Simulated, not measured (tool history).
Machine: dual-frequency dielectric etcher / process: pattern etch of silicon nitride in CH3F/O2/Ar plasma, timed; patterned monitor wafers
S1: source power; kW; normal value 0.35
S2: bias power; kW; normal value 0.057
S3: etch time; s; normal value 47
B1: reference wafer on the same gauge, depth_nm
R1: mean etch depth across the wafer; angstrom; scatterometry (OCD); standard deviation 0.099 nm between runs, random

run,hour,S1,S2,S3,B1,R1
1,0,0.35,0.057,47,29.09,314.4
# hour 12.1: source power generator calibrated
2,61.5,0.35,0.057,47,29.15,313.3
3,155.9,0.35,0.057,47,29.17,314.5
4,239.5,0.35,0.057,47,29.21,316
5,297.1,0.35,0.057,47,29.25,314.9
# hour 362.7: wet clean of the chamber
6,363.2,0.35,0.057,47,29.29,316.3
7,439.4,0.28,0.057,47,29.35,294.2
8,515,0.28,0.057,47,29.39,293.6
9,561.4,0.28,0.057,47,29.42,291.7
10,644.4,0.35,0.057,47,29.49,317.1
11,795.4,0.35,0.057,47,29.61,319.5
# hour 860.7: wet clean of the chamber
12,1026.4,0.4,0.057,47,29.78,338.4
# hour 1108.3: gauge calibrated
13,1133.5,0.4,0.057,47,28.65,322.4
# hour 1201.6: bias power generator calibrated
14,1211,0.35,0.057,47,28.66,307.8
15,1282.1,0.35,0.057,35,28.66,229.4
# hour 1336.6: wet clean of the chamber
16,1362,0.35,0.057,47,28.66,308.9
# hour 1388.5: source power generator calibrated
# hour 1392.2: upper electrode replaced
17,1414.7,0.35,0.057,47,28.66,311
18,1488.8,0.35,0.063,47,28.69,317
19,1666.4,0.43,0.057,47,28.73,330.7
20,1741.6,0.37,0.05,39.5,28.73,254.9
21,1831.7,0.35,0.057,56,28.76,367.5
# hour 1880.1: wet clean of the chamber
22,1886.7,0.35,0.057,47,28.77,311.3
23,1974.8,0.35,0.069,51.5,28.79,359.5

Run 24 is up next; what results do you expect?
24,2051.7,0.35,0.057,47,?,?

B1: 28.81
R1: 310.2 angstrom
With no hidden state in the tool, this same run would have given R1 310 angstrom.
